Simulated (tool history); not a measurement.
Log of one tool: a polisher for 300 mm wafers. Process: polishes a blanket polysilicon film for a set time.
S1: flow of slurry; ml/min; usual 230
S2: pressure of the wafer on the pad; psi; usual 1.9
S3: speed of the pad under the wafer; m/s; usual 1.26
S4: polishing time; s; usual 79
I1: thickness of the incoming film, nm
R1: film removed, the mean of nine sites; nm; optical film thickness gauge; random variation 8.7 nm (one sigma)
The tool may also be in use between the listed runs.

Run 1, hour 0.0: usual settings; I1 1560.9. Result: R1 580.2 nm.
Run 2, hour 47.9: usual settings; I1 1547.0. Result: R1 563.1 nm.
At hour 57.7: slurry nozzle cleaned.
Run 3, hour 74.4: usual settings; I1 1579.3. Result: R1 604.6 nm.
At hour 99.8: worn pad replaced by a new one.
Run 4, hour 137.6: usual settings; I1 1598.5. Result: R1 573.1 nm.
Run 5, hour 162.6: usual settings but S2 1.4 psi; I1 1589.1. Result: R1 429.2 nm.
Run 6, hour 229.1: usual settings but S2 1.4 psi; I1 1561.4. Result: R1 428.6 nm.
Run 7, hour 297.3: usual settings but S2 1.4 psi; I1 1560.3. Result: R1 429.1 nm.
Run 8, hour 348.0: usual settings; I1 1586.2. Result: R1 577.4 nm.
At hour 391.1: slurry nozzle cleaned.
Run 9, hour 406.3: usual settings; I1 1597.1. Result: R1 593.8 nm.
At hour 418.6: head pressure recalibrated.
At hour 432.4: worn pad replaced by a new one.
Run 10, hour 471.2: usual settings; I1 1572.9. Result: R1 585.0 nm.
Run 11, hour 514.1: usual settings; I1 1591.8. Result: R1 574.5 nm.
Run 12, hour 575.4: usual settings but S4 63 s; I1 1595.8. Result: R1 465.0 nm.
Run 13, hour 633.6: usual settings but S3 1.48 m/s; I1 1569.9. Result: R1 656.6 nm.
Run 14, hour 676.1: usual settings but S3 1.48 m/s; I1 1556.9. Result: R1 661.5 nm.
Run 15, hour 712.5: usual settings but S3 1.48 m/s; I1 1601.1. Result: R1 651.1 nm.
Run 16, hour 740.0: usual settings; I1 1584.1. Result: R1 564.4 nm.
At hour 763.3: slurry nozzle cleaned.
At hour 766.5: worn pad replaced by a new one.
Run 17, hour 781.7: usual settings; I1 1600.3. Result: R1 614.2 nm.
Run 18, hour 824.0: usual settings; I1 1551.3. Result: R1 584.1 nm.
Run 19, hour 893.1: usual settings but S1 195 ml/min, S4 70 s; I1 1591.6. Result: R1 510.4 nm.
Run 20, hour 928.9: usual settings but S1 155 ml/min, S2 1.7 psi, S3 0.94 m/s, S4 66 s; I1 1591.8. Result: R1 296.9 nm.
Run 21, hour 955.5: usual settings but S3 0.96 m/s; I1 1583.6. Result: R1 431.6 nm.
Run 22, hour 999.8: usual settings but S3 1.12 m/s, S4 67 s; I1 1568.0. Result: R1 425.3 nm.
Run 23, hour 1029.9: usual settings but S1 170 ml/min, S3 1.00 m/s; I1 1575.1. Result: R1 423.3 nm.
Run 24, hour 1059.4: usual settings but S1 285 ml/min, S2 1.6 psi, S3 1.04 m/s; I1 1584.6. Result: R1 419.2 nm.
Run 25, hour 1085.2: usual settings but S1 170 ml/min, S3 1.68 m/s; I1 1575.1. Result: R1 730.5 nm.
At hour 1095.9: slurry nozzle cleaned.
At hour 1139.3: worn pad replaced by a new one.
Run 26, hour 1139.8: usual settings but S4 99 s; I1 1585.0. Result: R1 745.0 nm.
At hour 1161.9: head pressure recalibrated.
Run 27, hour 1195.6: usual settings but S3 1.58 m/s; I1 1565.4. Result: R1 738.4 nm.
Run 28, hour 1255.2: usual settings but S2 1.2 psi, S3 1.40 m/s, S4 105 s; I1 1572.2. Result: R1 537.4 nm.
Run 29, hour 1326.3: usual settings but S1 150 ml/min, S2 1.5 psi, S3 1.06 m/s, S4 72 s; I1 1591.4. Result: R1 316.4 nm.
Run 30, hour 1390.1: usual settings but S1 170 ml/min, S2 2.3 psi, S3 1.02 m/s, S4 100 s; I1 1566.8. Result: R1 675.9 nm.
At hour 1443.5: slurry nozzle cleaned.
At hour 1449.1: worn pad replaced by a new one.
Run 31, hour 1462.0: usual settings but S2 2.3 psi; I1 1590.7. Result: R1 721.7 nm.
Run 32, hour 1491.4: usual settings but S3 1.12 m/s, S4 67 s; I1 1570.6. Result: R1 446.3 nm.
Run 33, hour 1541.4: usual settings but S3 1.58 m/s; I1 1585.5. Result: R1 730.5 nm.
Run 34, hour 1612.0: usual settings but S2 2.6 psi, S4 62 s; I1 1555.2. Result: R1 620.4 nm.
Run 35, hour 1673.2: usual settings; I1 1572.7. Result: R1 559.5 nm.
Run 36, hour 1702.5: usual settings; I1 1563.3. Result: R1 561.8 nm.
Run 37, hour 1731.9: usual settings but S3 1.10 m/s, S4 67 s; I1 1580.4. Result: R1 417.4 nm.
Run 38, hour 1784.6: usual settings but S1 280 ml/min, S2 1.4 psi, S3 0.84 m/s; I1 1560.8. Result: R1 287.3 nm.

What the log doesn't show, run by run:
removal rate lost through wear of the pad, %: 0 in every run
deviation of the head's pressure from its setpoint, %: 0 in every run
H1: slurry flow missing at the pad, %
run    H1
  1  39.9
  2  40.7
  3  9.55
  4  24.5
  5  28.5
  6    36
  7  40.4
  8  42.4
  9  9.26
 10  24.7
 11  31.1
 12  37.2
 13  40.7
 14  42.4
 15  43.4
 16    44
 17  8.04
 18  18.7
 19  29.8
 20  33.5
 21  35.6
 22  38.2
 23  39.5
 24  40.5
 25  41.2
 26  19.5
 27  30.3
 28  37.5
 29  42.5
 30    45
 31  13.3
 32  21.1
 33  30.6
 34  38.9
 35  43.1
 36  44.4
 37  45.5
 38  46.9
